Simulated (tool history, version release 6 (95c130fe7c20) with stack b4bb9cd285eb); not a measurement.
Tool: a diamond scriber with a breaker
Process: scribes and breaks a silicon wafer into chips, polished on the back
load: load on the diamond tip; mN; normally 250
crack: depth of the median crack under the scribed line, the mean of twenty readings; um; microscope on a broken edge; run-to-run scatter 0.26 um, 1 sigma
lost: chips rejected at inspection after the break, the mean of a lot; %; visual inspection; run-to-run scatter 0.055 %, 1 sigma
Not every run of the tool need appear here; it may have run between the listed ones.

| run | hour | load | wafers since the last listed run | hours since the diamond tip was replaced | hours since the load on the tip was calibrated | incoming depth of the damage left on the back of the incoming wafer, um | crack | lost |
|---|---|---|---|---|---|---|---|---|
| 1 | 0 | 250 | 0 | 310.4 | 1096.2 | 0.04 | 12.89 | 3.66 |
| 2 | 82.8 | 250 | 86 | 393.2 | 1179 | 0.03 | 12.47 | 4.01 |
|  | 89.8 | load on the tip recalibrated |
| 3 | 137.5 | 250 | 55 | 447.9 | 47.7 | 0.02 | 12.23 | 4.28 |
| 4 | 217.7 | 273 | 84 | 528.1 | 127.9 | 0.04 | 12.52 | 3.05 |
| 5 | 255.8 | 273 | 39 | 566.2 | 166 | 0.03 | 12.93 | 3.4 |
| 6 | 321.3 | 250 | 68 | 631.7 | 231.5 | 0.02 | 12.45 | 5.21 |
| 7 | 412.3 | 250 | 95 | 722.7 | 322.5 | 0.05 | 12.03 | 5.8 |
|  | 455 | diamond tip replaced by a new one |
| 8 | 505.3 | 250 | 95 | 50.3 | 415.5 | 0.03 | 13.59 | 1.69 |
| 9 | 582.8 | 250 | 81 | 127.8 | 493 | 0.02 | 13.08 | 2.38 |
| 10 | 802.5 | 250 | 230 | 347.5 | 712.7 | 0.02 | 12.46 | 4.19 |
| 11 | 853.8 | 250 | 53 | 398.8 | 764 | 0.04 | 12.26 | 4.96 |
| 12 | 1072.5 | 277 | 229 | 617.5 | 982.7 | 0.03 | 12.72 | 3.6 |
| 13 | 1117.8 | 250 | 47 | 662.8 | 1028 | 0.05 | 11.95 | 6.57 |
| 14 | 1157 | 196 | 41 | 702 | 1067.2 | 0.04 | 10.75 | 13.83 |
|  | 1267.9 | diamond tip replaced by a new one |
| 15 | 1286.4 | 301 | 133 | 18.5 | 1196.6 | 0.05 | 15.13 | 2.47 |
| 16 | 1343.7 | 186 | 60 | 75.8 | 1253.9 | 0.03 | 11.56 | 7.86 |
|  | 1386.6 | load on the tip recalibrated |
| 17 | 1440.4 | 275 | 99 | 172.5 | 53.8 | 0.03 | 13.85 | 1.71 |
| 18 | 1517.1 | 250 | 80 | 249.2 | 130.5 | 0.01 | 12.58 | 3.18 |
| 19 | 1555.8 | 302 | 40 | 287.9 | 169.2 | 0.05 | 13.87 | 1.53 |
| 20 | 1593.9 | 282 | 39 | 326 | 207.3 | 0.04 | 13.47 | 2.04 |
| 21 | 1642.6 | 298 | 51 | 374.7 | 256 | 0.02 | 13.75 | 1.69 |
| 22 | 1679.5 | 250 | 38 | 411.6 | 292.9 | 0.05 | 12.12 | 4.79 |
| 23 | 1726.3 | 223 | 49 | 458.4 | 339.7 | 0.03 | 11.74 | 7.26 |
| 24 | 1810.1 | 190 | 87 | 542.2 | 423.5 | 0.04 | 11.34 | 13.83 |

Expected results for the next run?
| 25 | 1858.2 | 250 | 50 | 590.3 | 471.6 | 0.02 | ? | ? |

Run 25 yielded crack 11.87 um, lost 5.67 %.
With the hidden condition absent and the run-to-run variation left alone, this run would have shown crack 13.61 um, lost 1.46 %.

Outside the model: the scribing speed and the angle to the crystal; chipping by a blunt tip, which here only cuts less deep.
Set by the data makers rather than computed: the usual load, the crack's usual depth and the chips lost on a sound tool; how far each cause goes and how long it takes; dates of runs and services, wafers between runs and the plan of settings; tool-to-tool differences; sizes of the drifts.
